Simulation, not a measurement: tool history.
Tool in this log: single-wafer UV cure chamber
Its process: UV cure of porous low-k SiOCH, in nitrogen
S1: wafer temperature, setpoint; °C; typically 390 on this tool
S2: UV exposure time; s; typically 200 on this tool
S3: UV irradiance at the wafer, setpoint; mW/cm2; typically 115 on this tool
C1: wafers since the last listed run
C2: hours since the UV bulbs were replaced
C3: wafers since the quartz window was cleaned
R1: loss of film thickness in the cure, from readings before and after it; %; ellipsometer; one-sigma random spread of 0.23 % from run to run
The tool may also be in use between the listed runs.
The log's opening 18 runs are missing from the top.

run	hour	S1	S2	S3	C1	C2	C3	R1
19	422.9	390	235	115	204	479.3	1280	13.718
# hour 435: quartz window cleaned
20	449	390	235	115	105	505.4	81	15.095
21	461.8	390	175	115	74	518.2	156	13.704
22	479.1	378	315	131	100	535.5	256	16.498
23	580.7	380	115	99	591	637.1	848	10.27
24	593.6	376	200	115	75	650	923	13.246
25	614.8	390	120	81	123	671.2	1046	9.061
# hour 623.9: quartz window cleaned
26	638.8	370	200	115	93	695.2	86	13.525
27	662.1	390	200	90	135	718.5	222	13.122

Run 28 is up next; what results do you expect?
28	682.8	370	200	88	120	739.2	343	?

Run 28 gave R1 12.395 %.
Minus the tool's unlogged condition, the same run would have read R1 12.518 %.

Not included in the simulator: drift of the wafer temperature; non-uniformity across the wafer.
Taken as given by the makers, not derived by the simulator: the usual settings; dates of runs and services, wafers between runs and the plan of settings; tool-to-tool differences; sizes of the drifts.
